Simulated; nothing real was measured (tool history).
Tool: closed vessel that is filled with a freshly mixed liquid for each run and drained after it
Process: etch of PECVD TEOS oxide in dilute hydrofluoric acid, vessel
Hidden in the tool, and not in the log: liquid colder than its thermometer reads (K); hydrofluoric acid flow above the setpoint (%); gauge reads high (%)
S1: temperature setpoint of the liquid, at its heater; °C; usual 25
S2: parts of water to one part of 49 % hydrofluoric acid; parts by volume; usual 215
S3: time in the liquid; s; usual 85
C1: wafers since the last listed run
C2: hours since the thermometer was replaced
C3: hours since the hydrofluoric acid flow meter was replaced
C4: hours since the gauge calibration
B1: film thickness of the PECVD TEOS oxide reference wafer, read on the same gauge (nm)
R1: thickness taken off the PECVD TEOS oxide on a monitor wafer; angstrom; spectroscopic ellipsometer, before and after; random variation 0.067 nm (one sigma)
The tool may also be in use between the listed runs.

run 1 day=0 | S1=25 S2=215 S3=85 | C1=0 C2=1466.1 C3=450.3 C4=26.9 | B1=70.02 | R1=91.8
run 2 day=0.346 | S1=25 S2=215 S3=85 | C1=857 C2=1474.4 C3=458.6 C4=35.2 | B1=69.98 | R1=91.5
run 3 day=1.067 | S1=25 S2=215 S3=85 | C1=1788 C2=1491.7 C3=475.9 C4=52.5 | B1=69.99 | R1=92.1
run 4 day=1.342 | S1=21.5 S2=215 S3=85 | C1=682 C2=1498.3 C3=482.5 C4=59.1 | B1=70 | R1=80.7
run 5 day=2.396 | S1=21.5 S2=215 S3=85 | C1=2615 C2=1523.6 C3=507.8 C4=84.4 | B1=69.98 | R1=82.6
run 6 day=2.667 | S1=25 S2=215 S3=85 | C1=671 C2=1530.1 C3=514.3 C4=90.9 | B1=70.01 | R1=92.5
run 7 day=3.1 | S1=25 S2=215 S3=85 | C1=1075 C2=1540.5 C3=524.7 C4=101.3 | B1=70 | R1=92.6
run 8 day=3.617 | S1=25 S2=275 S3=55 | C1=1281 C2=1552.9 C3=537.1 C4=113.7 | B1=70.01 | R1=44.2
run 9 day=5.588 | S1=25 S2=275 S3=55 | C1=4889 C2=1600.2 C3=584.4 C4=161 | B1=70.01 | R1=44.6
run 10 day=6.162 | S1=28.5 S2=215 S3=45 | C1=1426 C2=1614 C3=598.2 C4=174.8 | B1=70.01 | R1=56.9
run 11 day=6.846 | S1=25 S2=215 S3=85 | C1=1695 C2=1630.4 C3=614.6 C4=191.2 | B1=70 | R1=95.1
-- day=6.938 hydrofluoric acid flow meter replaced
run 12 day=7.3 | S1=25 S2=215 S3=85 | C1=1023 C2=1641.3 C3=8.7 C4=202.1 | B1=69.99 | R1=101.1
run 13 day=7.825 | S1=25 S2=215 S3=85 | C1=1302 C2=1653.9 C3=21.3 C4=214.7 | B1=69.99 | R1=100.8
run 14 day=8.196 | S1=21 S2=105 S3=130 | C1=919 C2=1662.8 C3=30.2 C4=223.6 | B1=70 | R1=296.9
run 15 day=8.542 | S1=25 S2=215 S3=85 | C1=857 C2=1671.1 C3=38.5 C4=231.9 | B1=69.99 | R1=101
-- day=8.925 hydrofluoric acid flow meter replaced, repeated, since the last time left the tool worse
run 16 day=9.171 | S1=28 S2=255 S3=65 | C1=1457 C2=1686.2 C3=5.9 C4=247 | B1=70 | R1=58.6
run 17 day=9.462 | S1=21.5 S2=305 S3=55 | C1=723 C2=1693.2 C3=12.9 C4=254 | B1=70.01 | R1=31.3
run 18 day=10.108 | S1=29.5 S2=215 S3=65 | C1=1602 C2=1708.7 C3=28.4 C4=269.5 | B1=70 | R1=76.5
run 19 day=10.75 | S1=22.5 S2=215 S3=130 | C1=1591 C2=1724.1 C3=43.8 C4=284.9 | B1=70.03 | R1=119.3
-- day=11.004 gauge calibrated
run 20 day=11.1 | S1=25 S2=245 S3=50 | C1=868 C2=1732.5 C3=52.2 C4=2.3 | B1=70.02 | R1=42.9
-- day=11.558 thermometer replaced
run 21 day=11.812 | S1=20 S2=255 S3=110 | C1=1664 C2=6.1 C3=69.3 C4=19.4 | B1=70 | R1=74.6
run 22 day=12.154 | S1=28 S2=215 S3=85 | C1=847 C2=14.3 C3=77.5 C4=27.6 | B1=69.99 | R1=95.7
run 23 day=12.442 | S1=25 S2=215 S3=85 | C1=713 C2=21.2 C3=84.4 C4=34.5 | B1=69.99 | R1=85.3
run 24 day=12.838 | S1=25 S2=215 S3=85 | C1=981 C2=30.7 C3=93.9 C4=44 | B1=69.99 | R1=86.3
run 25 day=13.538 | S1=28.5 S2=215 S3=85 | C1=1736 C2=47.5 C3=110.7 C4=60.8 | B1=70 | R1=99
run 26 day=14.167 | S1=30 S2=215 S3=35 | C1=1560 C2=62.6 C3=125.8 C4=75.9 | B1=70 | R1=43
run 27 day=14.483 | S1=27 S2=110 S3=120 | C1=785 C2=70.2 C3=133.4 C4=83.5 | B1=69.99 | R1=294.4

4 ways to go on from here, each from the tool as it stands after run 27. What would each give?
run A day=14.512 | S1=25 S2=215 S3=85 | C1=72 C2=70.9 C3=134.1 C4=84.2 | B1=? | R1=?
run B day=14.512 | S1=29.5 S2=215 S3=85 | C1=72 C2=70.9 C3=134.1 C4=84.2 | B1=? | R1=?
run C day=14.512 | S1=25 S2=155 S3=40 | C1=72 C2=70.9 C3=134.1 C4=84.2 | B1=? | R1=?
run D day=14.512 | S1=25 S2=125 S3=85 | C1=72 C2=70.9 C3=134.1 C4=84.2 | B1=? | R1=?

run=A B1=69.99 R1=87
run=B B1=69.99 R1=102
run=C B1=69.99 R1=60.7
run=D B1=69.99 R1=165.5
Without the tool's hidden state the same runs would have given:
run=A R1=84.4
run=B R1=98.9
run=C R1=58.9
run=D R1=160.8
